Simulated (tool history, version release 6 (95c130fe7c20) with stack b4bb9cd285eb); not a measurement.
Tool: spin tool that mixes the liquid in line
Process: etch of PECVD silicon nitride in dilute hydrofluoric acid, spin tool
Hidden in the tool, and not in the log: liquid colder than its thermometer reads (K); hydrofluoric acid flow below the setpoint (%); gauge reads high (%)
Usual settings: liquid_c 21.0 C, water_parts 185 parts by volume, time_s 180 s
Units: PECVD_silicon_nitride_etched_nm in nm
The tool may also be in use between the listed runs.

| run | hour | liquid_c | water_parts | time_s | wafers since the last listed run | hours since the thermometer was replaced | hours since the hydrofluoric acid flow meter was replaced | hours since the gauge calibration | read-back film thickness of the PECVD silicon nitride reference wafer, read on the same gauge (nm) | PECVD_silicon_nitride_etched_nm |
|---|---|---|---|---|---|---|---|---|---|---|
| 1 | 0.0 | 21.0 | 185 | 180 | 0 | 1729.5 | 1612.1 | 820.8 | 79.979 | 2.038 |
| 2 | 27.7 | 23.5 | 185 | 180 | 220 | 1757.2 | 1639.8 | 848.5 | 79.997 | 2.404 |
| 3 | 102.5 | 23.5 | 185 | 180 | 596 | 1832.0 | 1714.6 | 923.3 | 80.025 | 2.424 |
| 4 | 204.3 | 21.0 | 185 | 180 | 811 | 1933.8 | 1816.4 | 1025.1 | 80.038 | 1.990 |
| 5 | 234.5 | 21.0 | 185 | 180 | 240 | 1964.0 | 1846.6 | 1055.3 | 80.035 | 2.002 |
| 6 | 254.0 | 21.0 | 185 | 180 | 155 | 1983.5 | 1866.1 | 1074.8 | 79.985 | 2.020 |
| 7 | 289.6 | 21.0 | 185 | 180 | 283 | 2019.1 | 1901.7 | 1110.4 | 80.023 | 1.990 |
|  | 291.2 | gauge calibrated |
| 8 | 319.1 | 21.0 | 185 | 180 | 235 | 2048.6 | 1931.2 | 27.9 | 79.969 | 1.968 |
| 9 | 342.9 | 18.5 | 185 | 145 | 189 | 2072.4 | 1955.0 | 51.7 | 79.981 | 1.361 |
| 10 | 367.7 | 21.0 | 185 | 180 | 197 | 2097.2 | 1979.8 | 76.5 | 80.032 | 2.001 |
| 11 | 396.7 | 21.0 | 185 | 180 | 231 | 2126.2 | 2008.8 | 105.5 | 79.994 | 1.990 |
| 12 | 431.4 | 21.0 | 185 | 180 | 276 | 2160.9 | 2043.5 | 140.2 | 79.985 | 1.971 |
|  | 445.4 | thermometer replaced |
| 13 | 459.0 | 21.0 | 185 | 180 | 212 | 13.6 | 2071.1 | 167.8 | 80.001 | 2.288 |
| 14 | 489.0 | 21.0 | 185 | 95 | 239 | 43.6 | 2101.1 | 197.8 | 80.019 | 1.205 |
| 15 | 518.2 | 21.0 | 185 | 220 | 232 | 72.8 | 2130.3 | 227.0 | 80.030 | 2.805 |
| 16 | 537.2 | 21.0 | 185 | 180 | 151 | 91.8 | 2149.3 | 246.0 | 80.028 | 2.244 |
| 17 | 557.3 | 23.0 | 220 | 125 | 160 | 111.9 | 2169.4 | 266.1 | 80.052 | 1.521 |
| 18 | 571.8 | 17.0 | 210 | 210 | 115 | 126.4 | 2183.9 | 280.6 | 79.952 | 1.822 |
|  | 584.7 | hydrofluoric acid flow meter replaced |
| 19 | 597.6 | 21.0 | 135 | 180 | 197 | 152.2 | 12.9 | 306.4 | 80.025 | 3.068 |
| 20 | 624.6 | 21.0 | 185 | 180 | 215 | 179.2 | 39.9 | 333.4 | 79.984 | 2.255 |
| 21 | 643.9 | 25.0 | 100 | 180 | 153 | 198.5 | 59.2 | 352.7 | 80.018 | 5.404 |
| 22 | 672.9 | 24.5 | 185 | 180 | 231 | 227.5 | 88.2 | 381.7 | 79.994 | 2.877 |
| 23 | 705.1 | 21.0 | 185 | 260 | 256 | 259.7 | 120.4 | 413.9 | 80.012 | 3.331 |
| 24 | 718.7 | 21.0 | 220 | 140 | 108 | 273.3 | 134.0 | 427.5 | 79.996 | 1.488 |
| 25 | 750.2 | 17.0 | 185 | 180 | 251 | 304.8 | 165.5 | 459.0 | 80.032 | 1.717 |
| 26 | 774.5 | 21.0 | 185 | 180 | 193 | 329.1 | 189.8 | 483.3 | 80.019 | 2.225 |
| 27 | 787.6 | 21.0 | 255 | 220 | 104 | 342.2 | 202.9 | 496.4 | 79.971 | 2.026 |
| 28 | 813.6 | 24.0 | 185 | 80 | 207 | 368.2 | 228.9 | 522.4 | 79.993 | 1.201 |
| 29 | 839.6 | 21.0 | 185 | 180 | 207 | 394.2 | 254.9 | 548.4 | 80.016 | 2.234 |
| 30 | 872.2 | 21.0 | 185 | 95 | 259 | 426.8 | 287.5 | 581.0 | 79.995 | 1.184 |
| 31 | 904.5 | 21.0 | 185 | 285 | 257 | 459.1 | 319.8 | 613.3 | 79.987 | 3.492 |
| 32 | 926.9 | 19.0 | 185 | 180 | 178 | 481.5 | 342.2 | 635.7 | 79.977 | 1.944 |

How the hidden state differs across the entries between the runs, from the last listed run before each to the first after it:
Between runs 7 and 8: gauge calibrated (hour 291.2)
  liquid colder than its thermometer reads (K): 2.69 -> 2.73
  measured less the result without the state, PECVD_silicon_nitride_etched_nm: -0.387 -> -0.390 nm
Between runs 12 and 13: thermometer replaced (hour 445.4)
  liquid colder than its thermometer reads (K): 2.87 -> 0.548
  measured less the result without the state, PECVD_silicon_nitride_etched_nm: -0.412 -> -0.084 nm
Between runs 18 and 19: hydrofluoric acid flow meter replaced (hour 584.7)
  liquid colder than its thermometer reads (K): 0.693 -> 0.726
  measured less the result without the state, PECVD_silicon_nitride_etched_nm: -0.087 -> -0.154 nm
